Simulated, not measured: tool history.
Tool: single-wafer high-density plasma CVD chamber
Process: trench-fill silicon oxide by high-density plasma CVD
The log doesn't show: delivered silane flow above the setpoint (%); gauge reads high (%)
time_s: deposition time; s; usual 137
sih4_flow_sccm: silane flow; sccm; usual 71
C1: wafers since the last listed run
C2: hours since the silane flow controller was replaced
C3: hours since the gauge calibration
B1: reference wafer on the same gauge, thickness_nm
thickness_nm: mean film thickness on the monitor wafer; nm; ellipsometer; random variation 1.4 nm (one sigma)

Run 1, hour 0: usual settings; C1 0; C2 4099.5; C3 138.4; B1 927.837. Result: thickness_nm 958.344 nm.
Run 2, hour 8.6: usual settings but time_s 122 s, sih4_flow_sccm 67 sccm; C1 102; C2 4108.1; C3 147; B1 928.347. Result: thickness_nm 805.624 nm.
Run 3, hour 26.3: usual settings but time_s 122 s, sih4_flow_sccm 67 sccm; C1 209; C2 4125.8; C3 164.7; B1 929.348. Result: thickness_nm 805.307 nm.
Run 4, hour 39.1: usual settings; C1 151; C2 4138.6; C3 177.5; B1 929.721. Result: thickness_nm 957.974 nm.
Run 5, hour 53.2: usual settings; C1 167; C2 4152.7; C3 191.6; B1 930.29. Result: thickness_nm 957.613 nm.
Run 6, hour 61.5: usual settings; C1 98; C2 4161; C3 199.9; B1 930.874. Result: thickness_nm 962.034 nm.
Run 7, hour 87.4: usual settings; C1 307; C2 4186.9; C3 225.8; B1 931.358. Result: thickness_nm 960.608 nm.
Run 8, hour 103.8: usual settings; C1 194; C2 4203.3; C3 242.2; B1 932.086. Result: thickness_nm 958.764 nm.
At hour 106.1: gauge calibrated.
Run 9, hour 110.6: usual settings; C1 80; C2 4210.1; C3 4.5; B1 923.043. Result: thickness_nm 952.953 nm.
Run 10, hour 120: usual settings but time_s 159 s; C1 111; C2 4219.5; C3 13.9; B1 924.552. Result: thickness_nm 1108.488 nm.
At hour 136.8: silane flow controller replaced.
Run 11, hour 137.3: usual settings; C1 110; C2 0.5; C3 31.2; B1 924.953. Result: thickness_nm 951.878 nm.
Run 12, hour 167.8: usual settings but time_s 157 s, sih4_flow_sccm 62 sccm; C1 361; C2 31; C3 61.7; B1 925.808. Result: thickness_nm 956.351 nm.
Run 13, hour 175.2: usual settings but time_s 162 s, sih4_flow_sccm 81 sccm; C1 87; C2 38.4; C3 69.1; B1 925.663. Result: thickness_nm 1285.172 nm.

The next listed run, before its measurement:
Run 14, hour 183.8: usual settings; C1 102; C2 47; C3 77.7; B1 ?. Result: thickness_nm ?.

{"run 14": {"B1": 926.362, "thickness_nm": 956.21}}
Without the tool's hidden state the same run would have given thickness_nm 953.812 nm.

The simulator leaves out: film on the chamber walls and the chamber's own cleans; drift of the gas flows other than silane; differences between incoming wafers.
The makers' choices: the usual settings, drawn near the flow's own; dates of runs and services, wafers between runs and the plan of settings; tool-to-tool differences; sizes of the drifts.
